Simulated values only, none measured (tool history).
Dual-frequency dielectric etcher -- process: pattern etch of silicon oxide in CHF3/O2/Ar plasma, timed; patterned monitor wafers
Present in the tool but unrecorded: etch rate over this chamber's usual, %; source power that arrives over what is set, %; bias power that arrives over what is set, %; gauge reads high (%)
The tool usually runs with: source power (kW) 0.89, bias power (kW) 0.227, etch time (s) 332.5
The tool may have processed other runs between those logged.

run	day	source power (kW)	bias power (kW)	etch time (s)	wafers since the last listed run	hours since the last wet clean	hours since the last source power generator calibration	hours since the last bias power generator calibration	hours since the last upper electrode change	hours since the gauge calibration	read-back reference wafer on the same gauge, depth_nm	mean etch depth across the wafer (angstrom)
1	0	0.84	0.227	332.5	0	350.8	3523.1	2475.6	5248.5	197.9	1026.7	8810
2	0.575	0.84	0.227	332.5	92	364.6	3536.9	2489.4	5262.3	211.7	1026.2	8822
3	1.104	0.84	0.227	332.5	84	377.3	3549.6	2502.1	5275	224.4	1027.2	8929
4	1.838	0.96	0.227	332.5	117	394.9	3567.2	2519.7	5292.6	242	1027.9	9372
5	2.104	0.96	0.227	332.5	42	401.3	3573.6	2526.1	5299	248.4	1026.3	9352
# day 3.658: upper electrode replaced
6	3.679	0.89	0.227	332.5	92	439.1	3611.4	2563.9	0.5	286.2	1027.1	9132
7	3.696	0.89	0.227	332.5	2	439.5	3611.8	2564.3	0.9	286.6	1027.1	9176
8	3.712	0.89	0.227	332.5	2	439.9	3612.2	2564.7	1.3	287	1026.1	9064
9	4.146	0.89	0.227	332.5	69	450.3	3622.6	2575.1	11.7	297.4	1026.6	9192
10	4.596	0.89	0.227	332.5	72	461.1	3633.4	2585.9	22.5	308.2	1026.6	9085
11	5.042	1.02	0.227	332.5	71	471.8	3644.1	2596.6	33.2	318.9	1026.6	9715
# day 5.212: source power generator calibrated
# day 5.908: bias power generator calibrated
# day 6.071: gauge calibrated
# day 6.329: wet clean of the chamber
12	6.35	1.02	0.227	332.5	88	0.5	27.3	10.6	64.6	6.7	1026.7	9272
13	6.367	0.84	0.227	332.5	2	0.9	27.7	11	65	7.1	1026.5	8526

Run 14 comes next. What will it give?
14	6.779	0.82	0.278	304	66	10.8	37.6	20.9	74.9	17	?	?

{"run 14": {"read-back reference wafer on the same gauge, depth_nm": 1026.9, "mean etch depth across the wafer (angstrom)": 8252}}
With no hidden state in the tool, this same run would have given mean etch depth across the wafer (angstrom) 8241.
